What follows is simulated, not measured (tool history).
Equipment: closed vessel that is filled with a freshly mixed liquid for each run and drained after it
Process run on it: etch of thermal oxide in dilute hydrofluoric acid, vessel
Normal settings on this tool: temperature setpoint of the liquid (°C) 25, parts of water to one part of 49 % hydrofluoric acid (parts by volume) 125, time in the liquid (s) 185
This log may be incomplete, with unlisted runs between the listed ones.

run	hour	temperature setpoint of the liquid (°C)	parts of water to one part of 49 % hydrofluoric acid (parts by volume)	time in the liquid (s)	wafers since the last listed run	hours since the thermometer was replaced	hours since the hydrofluoric acid flow meter was replaced	hours since the gauge calibration	read-back film thickness of the thermal oxide reference wafer, read on the same gauge (nm)	thickness taken off the thermal oxide on a monitor wafer (nm)
1	0	25	140	120	0	573.4	2169.6	345.8	29.96	4.02
2	13.3	25	125	225	1518	586.7	2182.9	359.1	30.01	8.56
3	28.7	25	125	225	1758	602.1	2198.3	374.5	30.03	8.72
4	41.1	25	125	185	1416	614.5	2210.7	386.9	29.99	7.05
5	54.1	25	125	185	1484	627.5	2223.7	399.9	30.04	7.03
6	62.8	25	125	185	993	636.2	2232.4	408.6	29.99	7.1
7	105.5	25	125	185	4876	678.9	2275.1	451.3	29.97	7.12
8	115.6	25	125	185	1153	689	2285.2	461.4	29.98	7.16
9	130.1	25	90	185	1655	703.5	2299.7	475.9	30.04	10.4
10	143.2	25	90	185	1496	716.6	2312.8	489	30.02	10.33
# hour 145.7: hydrofluoric acid flow meter replaced
11	155.1	25	125	185	1244	728.5	9.4	500.9	30.04	7.18
12	171	25	105	185	1815	744.4	25.3	516.8	30.02	8.76
13	178.9	22.5	165	185	902	752.3	33.2	524.7	30.02	4.75
# hour 183.3: thermometer replaced
14	195.8	20	150	95	1815	12.5	50.1	541.6	29.97	2.29
15	203.3	25	125	260	856	20	57.6	549.1	29.96	9.35
16	218.9	23.5	95	140	1781	35.6	73.2	564.7	29.99	6.48
17	232.5	25	125	125	1553	49.2	86.8	578.3	30.01	4.47
18	242.1	25	125	220	1096	58.8	96.4	587.9	30.01	7.93
19	260	25	125	185	2044	76.7	114.3	605.8	30.03	6.71
20	270.1	25	160	250	1153	86.8	124.4	615.9	29.98	6.81
21	277.6	25	175	185	856	94.3	131.9	623.4	30	4.53
22	286.1	25	75	185	970	102.8	140.4	631.9	29.98	11.86
# hour 290.8: gauge calibrated
23	296.6	25	125	185	1199	113.3	150.9	5.8	29.96	6.74
24	310.5	22	75	90	1587	127.2	164.8	19.7	29.96	5.14
25	327.1	22	75	90	1895	143.8	181.4	36.3	29.98	5.15
26	343.4	25	125	85	1861	160.1	197.7	52.6	29.99	3.08
27	360.2	25	125	185	1918	176.9	214.5	69.4	29.97	6.65
28	377.8	25	125	105	2009	194.5	232.1	87	30	3.8
29	391.6	25	125	185	1576	208.3	245.9	100.8	29.97	6.84
30	428.8	25	125	185	4248	245.5	283.1	138	30.01	6.87
31	445.6	25	155	215	1918	262.3	299.9	154.8	29.98	6.18
32	454.9	22.5	145	240	1062	271.6	309.2	164.1	29.98	6.79
33	465	25	160	250	1153	281.7	319.3	174.2	30.03	6.95

Predict each of these 5 candidate next runs independently; none follows another, all start after run 33:
A	465.7	25	125	185	79	282.4	320	174.9	?	?
B	465.7	25	125	265	79	282.4	320	174.9	?	?
C	465.7	25	180	265	79	282.4	320	174.9	?	?
D	465.7	25	105	230	79	282.4	320	174.9	?	?
E	465.7	27.5	90	185	79	282.4	320	174.9	?	?

run	read-back film thickness of the thermal oxide reference wafer, read on the same gauge (nm)	thickness taken off the thermal oxide on a monitor wafer (nm)
A	29.96	6.87
B	29.96	9.84
C	29.96	6.4
D	29.96	10.42
E	29.96	10.99
Without the tool's unlogged condition, the same runs would have read:
run	thickness taken off the thermal oxide on a monitor wafer (nm)
A	6.68
B	9.58
C	6.24
D	10.14
E	10.69
